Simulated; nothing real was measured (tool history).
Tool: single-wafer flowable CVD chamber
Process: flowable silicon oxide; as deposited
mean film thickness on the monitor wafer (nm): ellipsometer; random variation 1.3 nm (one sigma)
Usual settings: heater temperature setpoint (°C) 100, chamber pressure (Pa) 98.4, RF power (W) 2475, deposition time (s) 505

run,hour,heater temperature setpoint (°C),chamber pressure (Pa),RF power (W),deposition time (s),"read-back reference wafer on the same gauge, thickness_nm",mean film thickness on the monitor wafer (nm)
1,0,100,98.4,2475,426,265.997,265.103
2,39.9,100,98.4,2475,426,265.817,265.664
3,92.7,100,98.4,2475,426,265.953,265.827
4,150.3,100,98.4,2475,505,265.773,316.334
5,220,100,98.4,2475,505,265.801,316.716
6,265.5,100,98.4,2475,505,265.99,314.865
# hour 313: thermocouple changed; heater temperature recalibrated
7,313.5,100,98.4,2475,505,265.734,316.088
8,357.1,100,98.4,2475,505,265.913,315.796
# hour 360.5: gauge calibrated
9,397.4,100,98.4,2475,505,265.877,312.81
# hour 451.8: RF generator calibrated
10,457.9,100,81.9,2475,441,266.007,229.818
# hour 506.5: capacitance manometer re-zeroed and calibrated
11,515.8,107,98.4,2475,505,265.953,237.436
# hour 530.5: showerhead replaced
12,544.9,112,98.4,2475,473,265.788,194.454
13,599.4,100,108.4,2240,432,265.637,273.265
14,625.6,100,112,2475,505,266.106,337.236
15,668.1,104,98.4,2635,505,266.002,262.377

Forecast each of these 5 alternatives for the next run:
A,668.6,100,90,2475,505,?,?
B,668.6,87,115.2,2050,505,?,?
C,668.6,100,111.2,2475,505,?,?
D,668.6,100,98.4,2475,451,?,?
E,668.6,92,85.3,2180,505,?,?

run,"read-back reference wafer on the same gauge, thickness_nm",mean film thickness on the monitor wafer (nm)
A,265.819,271.102
B,265.819,493.378
C,265.819,335.03
D,265.819,264.772
E,265.819,319.585
Without the tool's hidden state the same runs would have given:
run,mean film thickness on the monitor wafer (nm)
A,268.607
B,489.116
C,332.135
D,262.416
E,316.644
